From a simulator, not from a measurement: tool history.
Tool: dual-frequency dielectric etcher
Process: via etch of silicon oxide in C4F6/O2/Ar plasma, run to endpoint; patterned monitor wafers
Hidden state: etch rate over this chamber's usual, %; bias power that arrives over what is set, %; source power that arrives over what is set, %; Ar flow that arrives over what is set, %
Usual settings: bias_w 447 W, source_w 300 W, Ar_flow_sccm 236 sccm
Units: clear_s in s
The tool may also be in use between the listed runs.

run   hour  bias_w  source_w  Ar_flow_sccm  wafers since the last listed run  hours since the last wet clean  hours since the last bias power generator calibration  hours since the last source power generator calibration  hours since the last Ar flow controller change  hours since the last upper electrode change  incoming incoming film thickness, nm  clear_s
  1      0     447       300           281                                 0                           224.4                                                  974.2                                                   2300.9                                          3963.6                                       4901.6                                   110     25.3
  2   48.9     447       300           236                               895                           273.3                                                 1023.1                                                   2349.8                                          4012.5                                       4950.5                                 110.4     24.5
  3  117.5     447       300           236                              1256                           341.9                                                 1091.7                                                   2418.4                                          4081.1                                       5019.1                                   110     23.9
  4  169.5     447       300           236                               952                           393.9                                                 1143.7                                                   2470.4                                          4133.1                                       5071.1                                 109.9     23.9
  5  207.7     447       300           236                               699                           432.1                                                 1181.9                                                   2508.6                                          4171.3                                       5109.3                                 111.1     24.1
     233.6  -- wet clean of the chamber
  6  261.8     447       300           278                               551                            28.2                                                   1236                                                   2562.7                                          4225.4                                       5163.4                                 110.9     25.8
  7  290.4     447       300           236                               523                            56.8                                                 1264.6                                                   2591.3                                            4254                                         5192                                 109.7     24.6
  8  349.4     447       300           236                              1080                           115.8                                                 1323.6                                                   2650.3                                            4313                                         5251                                 109.5     24.8
  9  400.3     447       300           236                               931                           166.7                                                 1374.5                                                   2701.2                                          4363.9                                       5301.9                                 108.1     24.3
     440.2  -- upper electrode replaced
 10    461     447       300           236                               671                           227.4                                                 1435.2                                                   2761.9                                          4424.6                                         20.8                                 108.6     24.2
 11    528     447       300           236                              1226                           294.4                                                 1502.2                                                   2828.9                                          4491.6                                         87.8                                 109.5     24.3
     585.3  -- wet clean of the chamber
 12  585.8     447       300           236                               618                             0.5                                                   1560                                                   2886.7                                          4549.4                                        145.6                                 109.9     25.5
 13  634.1     447       300           236                               884                            48.8                                                 1608.3                                                     2935                                          4597.7                                        193.9                                 109.3       25
 14  704.4     501       230           293                              1287                           119.1                                                 1678.6                                                   3005.3                                            4668                                        264.2                                 110.5     27.4

Run 15 comes next. What will it give?
 15  739.7     447       300           236                               646                           154.4                                                 1713.9                                                   3040.6                                          4703.3                                        299.5                                 110.3        ?

clear_s: 24.8 s
Without the tool's hidden state the same run would have given clear_s 25.2 s.

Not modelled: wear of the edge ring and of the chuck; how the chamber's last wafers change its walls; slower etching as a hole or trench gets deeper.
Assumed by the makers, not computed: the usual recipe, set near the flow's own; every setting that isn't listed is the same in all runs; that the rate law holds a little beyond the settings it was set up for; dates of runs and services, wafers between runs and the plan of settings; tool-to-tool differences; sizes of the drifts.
